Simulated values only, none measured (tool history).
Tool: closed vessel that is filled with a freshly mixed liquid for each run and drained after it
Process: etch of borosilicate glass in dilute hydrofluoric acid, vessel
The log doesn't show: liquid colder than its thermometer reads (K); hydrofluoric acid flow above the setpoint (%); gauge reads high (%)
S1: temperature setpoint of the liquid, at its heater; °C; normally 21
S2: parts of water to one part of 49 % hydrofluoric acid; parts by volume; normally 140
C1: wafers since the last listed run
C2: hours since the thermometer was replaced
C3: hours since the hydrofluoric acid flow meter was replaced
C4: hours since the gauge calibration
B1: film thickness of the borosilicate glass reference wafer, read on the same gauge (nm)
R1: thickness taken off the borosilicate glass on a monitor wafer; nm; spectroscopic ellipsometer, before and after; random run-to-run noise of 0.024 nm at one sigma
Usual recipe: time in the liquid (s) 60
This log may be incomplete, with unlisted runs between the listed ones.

run 1 hour=0 | S1=21 S2=140 time_in_the_liquid_(s)=60 | C1=0 C2=1731.4 C3=1565.2 C4=792.1 | B1=60.01 | R1=7.78
run 2 hour=23.5 | S1=21 S2=140 time_in_the_liquid_(s)=60 | C1=2865 C2=1754.9 C3=1588.7 C4=815.6 | B1=60.01 | R1=7.79
run 3 hour=105.5 | S1=21 S2=140 time_in_the_liquid_(s)=60 | C1=9999 C2=1836.9 C3=1670.7 C4=897.6 | B1=59.97 | R1=7.76
run 4 hour=127.4 | S1=21 S2=140 time_in_the_liquid_(s)=60 | C1=2670 C2=1858.8 C3=1692.6 C4=919.5 | B1=60.02 | R1=7.77
run 5 hour=140.4 | S1=21 S2=140 time_in_the_liquid_(s)=60 | C1=1585 C2=1871.8 C3=1705.6 C4=932.5 | B1=60.01 | R1=7.8
run 6 hour=156.8 | S1=21 S2=140 time_in_the_liquid_(s)=60 | C1=1999 C2=1888.2 C3=1722 C4=948.9 | B1=59.99 | R1=7.76
run 7 hour=182 | S1=21 S2=140 time_in_the_liquid_(s)=50 | C1=3073 C2=1913.4 C3=1747.2 C4=974.1 | B1=60 | R1=6.5
-- hour=189.4 gauge calibrated
run 8 hour=214 | S1=21 S2=140 time_in_the_liquid_(s)=50 | C1=3902 C2=1945.4 C3=1779.2 C4=24.6 | B1=60.03 | R1=6.49
run 9 hour=238.9 | S1=21 S2=140 time_in_the_liquid_(s)=50 | C1=3036 C2=1970.3 C3=1804.1 C4=49.5 | B1=59.96 | R1=6.49
run 10 hour=256.3 | S1=21 S2=140 time_in_the_liquid_(s)=35 | C1=2121 C2=1987.7 C3=1821.5 C4=66.9 | B1=60.01 | R1=4.53
run 11 hour=268.9 | S1=21 S2=140 time_in_the_liquid_(s)=35 | C1=1536 C2=2000.3 C3=1834.1 C4=79.5 | B1=59.96 | R1=4.56
-- hour=285.7 thermometer replaced
run 12 hour=302.6 | S1=24.5 S2=140 time_in_the_liquid_(s)=60 | C1=3987 C2=16.9 C3=1867.8 C4=113.2 | B1=60 | R1=9.64
run 13 hour=338 | S1=21 S2=140 time_in_the_liquid_(s)=60 | C1=4316 C2=52.3 C3=1903.2 C4=148.6 | B1=60.03 | R1=8.39
run 14 hour=358.5 | S1=19 S2=100 time_in_the_liquid_(s)=90 | C1=2499 C2=72.8 C3=1923.7 C4=169.1 | B1=60.03 | R1=16.96
run 15 hour=380.5 | S1=22.5 S2=105 time_in_the_liquid_(s)=50 | C1=2682 C2=94.8 C3=1945.7 C4=191.1 | B1=59.99 | R1=10.27
run 16 hour=394.8 | S1=24.5 S2=140 time_in_the_liquid_(s)=30 | C1=1743 C2=109.1 C3=1960 C4=205.4 | B1=60.01 | R1=4.83
run 17 hour=414.2 | S1=21 S2=140 time_in_the_liquid_(s)=35 | C1=2365 C2=128.5 C3=1979.4 C4=224.8 | B1=59.96 | R1=4.91
-- hour=428 hydrofluoric acid flow meter replaced
run 18 hour=444.2 | S1=26 S2=175 time_in_the_liquid_(s)=70 | C1=3536 C2=158.5 C3=16.2 C4=254.8 | B1=59.99 | R1=8.49
run 19 hour=462.9 | S1=21 S2=140 time_in_the_liquid_(s)=40 | C1=2280 C2=177.2 C3=34.9 C4=273.5 | B1=60.01 | R1=5.24
run 20 hour=494.8 | S1=21 S2=140 time_in_the_liquid_(s)=70 | C1=3890 C2=209.1 C3=66.8 C4=305.4 | B1=60.03 | R1=9.17
run 21 hour=527.8 | S1=21 S2=140 time_in_the_liquid_(s)=60 | C1=4024 C2=242.1 C3=99.8 C4=338.4 | B1=60 | R1=7.78
run 22 hour=543.1 | S1=26 S2=160 time_in_the_liquid_(s)=60 | C1=1865 C2=257.4 C3=115.1 C4=353.7 | B1=60 | R1=8.18
run 23 hour=561.8 | S1=24.5 S2=85 time_in_the_liquid_(s)=60 | C1=2280 C2=276.1 C3=133.8 C4=372.4 | B1=60 | R1=15.77
run 24 hour=574.7 | S1=17.5 S2=85 time_in_the_liquid_(s)=60 | C1=1573 C2=289 C3=146.7 C4=385.3 | B1=59.97 | R1=11.85
run 25 hour=594.7 | S1=24.5 S2=110 time_in_the_liquid_(s)=60 | C1=2438 C2=309 C3=166.7 C4=405.3 | B1=59.99 | R1=11.8
run 26 hour=610 | S1=23.5 S2=115 time_in_the_liquid_(s)=85 | C1=1865 C2=324.3 C3=182 C4=420.6 | B1=60.02 | R1=15.21
run 27 hour=630.5 | S1=21 S2=140 time_in_the_liquid_(s)=60 | C1=2499 C2=344.8 C3=202.5 C4=441.1 | B1=59.99 | R1=7.8
run 28 hour=646.2 | S1=23.5 S2=115 time_in_the_liquid_(s)=35 | C1=1914 C2=360.5 C3=218.2 C4=456.8 | B1=59.99 | R1=6.34
run 29 hour=658.3 | S1=22.5 S2=190 time_in_the_liquid_(s)=30 | C1=1475 C2=372.6 C3=230.3 C4=468.9 | B1=60 | R1=2.9
run 30 hour=688.6 | S1=21 S2=90 time_in_the_liquid_(s)=85 | C1=3695 C2=402.9 C3=260.6 C4=499.2 | B1=59.97 | R1=18.1
run 31 hour=700.9 | S1=22.5 S2=115 time_in_the_liquid_(s)=45 | C1=1499 C2=415.2 C3=272.9 C4=511.5 | B1=60.01 | R1=7.83
run 32 hour=736.2 | S1=24.5 S2=110 time_in_the_liquid_(s)=60 | C1=4304 C2=450.5 C3=308.2 C4=546.8 | B1=59.97 | R1=11.84

A few steps of R1 between consecutive runs. Split each: what settings, incoming material and random variation would produce without the hidden state, and what is left over for the hidden state, along with gauge scatter present in only one of the two compared results (measured, and without hidden state):
Run 11 -> 12: S1 21 -> 24.5, time in the liquid (s) 35 -> 60, thermometer replaced. R1 +5.08 nm: hidden state +0.67, all else +4.41.
Run 13 -> 14: S1 21 -> 19, S2 140 -> 100, time in the liquid (s) 60 -> 90. R1 +8.57 nm: hidden state +0.47, all else +8.1.
Run 14 -> 15: S1 19 -> 22.5, S2 100 -> 105, time in the liquid (s) 90 -> 50. R1 -6.69 nm: hidden state -0.38, all else -6.31.
Run 29 -> 30: S1 22.5 -> 21, S2 190 -> 90, time in the liquid (s) 30 -> 85. R1 +15.2 nm: hidden state -0.19, all else +15.39.
Run 30 -> 31: S1 21 -> 22.5, S2 90 -> 115, time in the liquid (s) 85 -> 45. R1 -10.27 nm: hidden state +0.13, all else -10.4.
